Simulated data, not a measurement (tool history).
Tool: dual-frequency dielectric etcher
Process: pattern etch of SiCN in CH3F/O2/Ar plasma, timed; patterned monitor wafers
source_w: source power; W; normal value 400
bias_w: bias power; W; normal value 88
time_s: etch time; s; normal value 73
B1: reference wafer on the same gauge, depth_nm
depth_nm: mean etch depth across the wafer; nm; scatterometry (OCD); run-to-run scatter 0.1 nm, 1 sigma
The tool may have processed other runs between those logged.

{"run": 1, "day": 0.0, "source_w": 470, "bias_w": 75, "time_s": 73, "B1": 24.65, "depth_nm": 29.81}
{"run": 2, "day": 3.442, "source_w": 470, "bias_w": 75, "time_s": 73, "B1": 24.75, "depth_nm": 29.67}
{"run": 3, "day": 6.008, "source_w": 460, "bias_w": 88, "time_s": 89, "B1": 24.75, "depth_nm": 37.94}
{"run": 4, "day": 8.329, "source_w": 460, "bias_w": 88, "time_s": 89, "B1": 24.77, "depth_nm": 38.09}
{"run": 5, "day": 11.367, "source_w": 460, "bias_w": 88, "time_s": 89, "B1": 24.77, "depth_nm": 38.29}
{"run": 6, "day": 14.029, "source_w": 400, "bias_w": 95, "time_s": 73, "B1": 24.77, "depth_nm": 30.88}
{"run": 7, "day": 17.417, "source_w": 400, "bias_w": 95, "time_s": 73, "B1": 24.84, "depth_nm": 31.02}
{"run": 8, "day": 19.783, "source_w": 400, "bias_w": 88, "time_s": 73, "B1": 24.8, "depth_nm": 29.89}
{"run": 9, "day": 21.683, "source_w": 360, "bias_w": 88, "time_s": 73, "B1": 24.8, "depth_nm": 29.21}
{"run": 10, "day": 24.579, "source_w": 400, "bias_w": 88, "time_s": 73, "B1": 24.79, "depth_nm": 29.98}
{"run": 11, "day": 29.667, "source_w": 400, "bias_w": 88, "time_s": 73, "B1": 24.86, "depth_nm": 30.11}
{"day": 30.746, "done": "wet clean of the chamber"}
{"run": 12, "day": 33.021, "source_w": 490, "bias_w": 88, "time_s": 73, "B1": 24.92, "depth_nm": 31.92}
{"run": 13, "day": 36.983, "source_w": 400, "bias_w": 71, "time_s": 52, "B1": 24.89, "depth_nm": 19.86}
{"run": 14, "day": 41.4, "source_w": 400, "bias_w": 88, "time_s": 73, "B1": 24.94, "depth_nm": 30.3}
{"run": 15, "day": 44.012, "source_w": 400, "bias_w": 88, "time_s": 73, "B1": 25, "depth_nm": 30.13}
{"run": 16, "day": 45.996, "source_w": 400, "bias_w": 103, "time_s": 63, "B1": 24.93, "depth_nm": 27.62}
{"run": 17, "day": 48.746, "source_w": 400, "bias_w": 88, "time_s": 73, "B1": 25.04, "depth_nm": 30.18}
{"day": 49.175, "done": "bias power generator calibrated"}
{"run": 18, "day": 51.254, "source_w": 400, "bias_w": 79, "time_s": 86, "B1": 25.03, "depth_nm": 34.2}
{"run": 19, "day": 55.692, "source_w": 400, "bias_w": 88, "time_s": 90, "B1": 25.08, "depth_nm": 37.4}
{"day": 56.508, "done": "gauge calibrated"}
{"day": 58.238, "done": "upper electrode replaced"}
{"day": 58.825, "done": "wet clean of the chamber"}
{"run": 20, "day": 59.938, "source_w": 400, "bias_w": 88, "time_s": 73, "B1": 24.38, "depth_nm": 29.37}
{"day": 62.138, "done": "source power generator calibrated"}
{"run": 21, "day": 62.988, "source_w": 480, "bias_w": 101, "time_s": 87.5, "B1": 24.39, "depth_nm": 39.35}
{"run": 22, "day": 65.496, "source_w": 460, "bias_w": 88, "time_s": 92, "B1": 24.4, "depth_nm": 38.58}
{"run": 23, "day": 68.283, "source_w": 320, "bias_w": 68, "time_s": 89.5, "B1": 24.43, "depth_nm": 30.76}
{"run": 24, "day": 71.121, "source_w": 490, "bias_w": 100, "time_s": 73, "B1": 24.41, "depth_nm": 33.23}
{"run": 25, "day": 72.933, "source_w": 300, "bias_w": 88, "time_s": 55.5, "B1": 24.39, "depth_nm": 20.57}
{"run": 26, "day": 79.112, "source_w": 310, "bias_w": 103, "time_s": 65, "B1": 24.38, "depth_nm": 26.02}

What does the tool deliver on the next run?
{"run": 27, "day": 83.525, "source_w": 480, "bias_w": 88, "time_s": 73, "B1": "?", "depth_nm": "?"}

Run 27 measured B1 24.44, depth_nm 31.17 nm.
Minus the tool's unlogged condition, the same run would have read depth_nm 31.16 nm.
